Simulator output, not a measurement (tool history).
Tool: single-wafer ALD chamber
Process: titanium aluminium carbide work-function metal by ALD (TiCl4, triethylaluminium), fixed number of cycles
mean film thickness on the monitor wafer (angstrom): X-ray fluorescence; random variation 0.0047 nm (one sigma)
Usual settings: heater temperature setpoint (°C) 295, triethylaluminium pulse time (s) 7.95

run   hour  heater temperature setpoint (°C)  triethylaluminium pulse time (s)  wafers since the last listed run  hours since the last thermocouple change  hours since the last triethylaluminium bottle change  hours since the showerhead was replaced  hours since the gauge calibration  read-back reference wafer on the same gauge, thickness_nm  mean film thickness on the monitor wafer (angstrom)
  1      0                               303                              7.95                                 0                                    1298.8                                                 801.5                                   4937.2                              135.4                                                      1.573                                                18.21
  2   32.9                               302                              7.95                               458                                    1331.7                                                 834.4                                   4970.1                              168.3                                                      1.571                                                18.08
  3   51.9                               302                              7.95                               264                                    1350.7                                                 853.4                                   4989.1                              187.3                                                      1.572                                                18.17
  4   78.7                               295                              7.95                               373                                    1377.5                                                 880.2                                   5015.9                              214.1                                                       1.57                                                 17.5
  5  112.2                               295                              7.95                               466                                      1411                                                 913.7                                   5049.4                              247.6                                                       1.57                                                17.48
  6  133.3                               295                              7.95                               293                                    1432.1                                                 934.8                                   5070.5                              268.7                                                      1.571                                                17.37
  7  146.9                               295                              7.95                               189                                    1445.7                                                 948.4                                   5084.1                              282.3                                                      1.571                                                 17.3
  8  169.4                               295                              7.95                               313                                    1468.2                                                 970.9                                   5106.6                              304.8                                                       1.57                                                17.32
     184.4  -- thermocouple changed; heater temperature recalibrated
  9  190.7                               295                              7.95                               185                                       6.3                                                 992.2                                   5127.9                              326.1                                                      1.569                                                17.82
 10  212.2                               306                              6.44                               299                                      27.8                                                1013.7                                   5149.4                              347.6                                                       1.57                                                17.39
 11  242.1                               306                              6.44                               416                                      57.7                                                1043.6                                   5179.3                              377.5                                                      1.571                                                17.33
 12  260.6                               295                              7.95                               257                                      76.2                                                1062.1                                   5197.8                                396                                                      1.569                                                17.73
     271.9  -- showerhead replaced
 13    290                               303                              7.95                               298                                     105.6                                                1091.5                                     18.1                              425.4                                                       1.57                                                18.23
     354.6  -- triethylaluminium bottle replaced
 14  363.5                               295                              7.95                               912                                     179.1                                                   8.9                                     91.6                              498.9                                                      1.569                                                18.74
     374.5  -- gauge calibrated
 15    394                               303                              6.81                               424                                     209.6                                                  39.4                                    122.1                               19.5                                                      1.571                                                18.73
 16  422.5                               301                                 7                               397                                     238.1                                                  67.9                                    150.6                                 48                                                       1.57                                                18.61
 17  456.3                               286                              6.84                               470                                     271.9                                                 101.7                                    184.4                               81.8                                                       1.57                                                17.36
 18  469.2                               281                              7.06                               179                                     284.8                                                 114.6                                    197.3                               94.7                                                       1.57                                                17.01
 19  486.2                               308                              9.87                               236                                     301.8                                                 131.6                                    214.3                              111.7                                                      1.571                                                20.44
 20  508.6                               288                             10.62                               312                                     324.2                                                   154                                    236.7                              134.1                                                       1.57                                                18.88
 21  531.4                               295                              10.8                               317                                       347                                                 176.8                                    259.5                              156.9                                                      1.569                                                19.38
 22  561.8                               309                              7.95                               423                                     377.4                                                 207.2                                    289.9                              187.3                                                      1.569                                                19.66

4 ways to go on from here, each from the tool as it stands after run 22. What would each give?
  A  562.2                               295                              7.95                                 5                                     377.8                                                 207.6                                    290.3                              187.7                                                          ?                                                    ?
  B  562.2                               304                              7.95                                 5                                     377.8                                                 207.6                                    290.3                              187.7                                                          ?                                                    ?
  C  562.2                               286                              6.43                                 5                                     377.8                                                 207.6                                    290.3                              187.7                                                          ?                                                    ?
  D  562.2                               300                              9.82                                 5                                     377.8                                                 207.6                                    290.3                              187.7                                                          ?                                                    ?

run  read-back reference wafer on the same gauge, thickness_nm  mean film thickness on the monitor wafer (angstrom)
  A                                                       1.57                                                 18.5
  B                                                       1.57                                                19.22
  C                                                       1.57                                                16.86
  D                                                       1.57                                                19.61
Without the tool's hidden state the same runs would have given:
run  mean film thickness on the monitor wafer (angstrom)
  A                                                18.83
  B                                                19.56
  C                                                17.26
  D                                                19.85
